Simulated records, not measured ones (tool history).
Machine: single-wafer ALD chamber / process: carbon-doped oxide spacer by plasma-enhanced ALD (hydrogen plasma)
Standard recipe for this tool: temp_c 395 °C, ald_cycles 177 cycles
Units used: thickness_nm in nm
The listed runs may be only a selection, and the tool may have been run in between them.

run,hour,temp_c,ald_cycles,wafers since the last listed run,hours since the last thermocouple change,hours since the gauge calibration,"read-back reference wafer on the same gauge, thickness_nm",thickness_nm
1,0,395,177,0,161.3,870.8,8.523,9.107
2,75.2,395,177,146,236.5,946,8.513,9.09
3,164.2,395,177,173,325.5,1035,8.516,9.14
4,240,395,177,148,401.3,1110.8,8.515,9.098
5,295.8,395,177,109,457.1,1166.6,8.511,9.071
6,342.1,395,177,90,503.4,1212.9,8.492,9.086
7,448.3,395,177,207,609.6,1319.1,8.478,9.047
8,536.4,395,177,172,697.7,1407.2,8.483,8.926
9,617.8,395,200,159,779.1,1488.6,8.475,10.127
10,684.5,391,169,130,845.8,1555.3,8.475,8.63
11,833.9,391,169,291,995.2,1704.7,8.455,8.48
12,927.8,391,169,183,1089.1,1798.6,8.432,8.602
13,979.3,395,177,100,1140.6,1850.1,8.459,8.943
14,1029,385,177,97,1190.3,1899.8,8.452,8.993
15,1099,385,177,136,1260.3,1969.8,8.474,9.007
16,1145.5,384,188,90,1306.8,2016.3,8.457,9.529
17,1204.9,395,167,116,1366.2,2075.7,8.441,8.453
18,1462.2,403,177,502,1623.5,2333,8.43,8.913
19,1527.7,395,177,127,1689,2398.5,8.42,8.93
20,1592.1,391,191,125,1753.4,2462.9,8.423,9.708
21,1631.6,390,160,77,1792.9,2502.4,8.438,8.078
# hour 1666.4: thermocouple changed; heater temperature recalibrated
22,1670.9,389,150,61,4.5,2541.7,8.419,7.6
23,1712.9,408,189,82,46.5,2583.7,8.434,9.489
24,1801.9,386,156,173,135.5,2672.7,8.457,7.947
25,1842.9,381,207,80,176.5,2713.7,8.447,10.544
26,1920,385,212,150,253.6,2790.8,8.425,10.659
# hour 1948.6: gauge calibrated
27,1995.4,395,177,147,329,46.8,8.695,9.213
28,2072.9,395,177,151,406.5,124.3,8.672,9.303
29,2180.7,395,160,210,514.3,232.1,8.648,8.237
30,2232.7,387,198,101,566.3,284.1,8.643,10.172
31,2271.6,395,177,76,605.2,323,8.625,9.159
32,2359.8,395,190,172,693.4,411.2,8.61,9.856
33,2410.2,407,149,98,743.8,461.6,8.6,7.531
34,2474.2,386,177,125,807.8,525.6,8.583,9.054
35,2536.8,382,189,122,870.4,588.2,8.568,9.746
36,2824.9,385,197,562,1158.5,876.3,8.542,10.044

Pick out some run-to-run changes in thickness_nm. Of each, how much would a tool without hidden state show as well, from the settings, what came in and chance, and how much is left for the hidden state and any gauge scatter not in both results compared?
The tool's hidden condition here consists of: wafer temperature above the value expected at the setpoint (K); gauge reads high (%).
Run 22 -> 23: temp_c 389 -> 408, ald_cycles 150 -> 189. thickness_nm +1.889 nm: hidden state -0.058, all else +1.947.
Run 24 -> 25: temp_c 386 -> 381, ald_cycles 156 -> 207. thickness_nm +2.597 nm: hidden state -0.079, all else +2.676.
Run 26 -> 27: temp_c 385 -> 395, ald_cycles 212 -> 177, gauge calibrated. thickness_nm -1.446 nm: hidden state +0.327, all else -1.773.
Run 29 -> 30: temp_c 395 -> 387, ald_cycles 160 -> 198. thickness_nm +1.935 nm: hidden state -0.025, all else +1.96.
Run 32 -> 33: temp_c 395 -> 407, ald_cycles 190 -> 149. thickness_nm -2.325 nm: hidden state +0.014, all else -2.339.
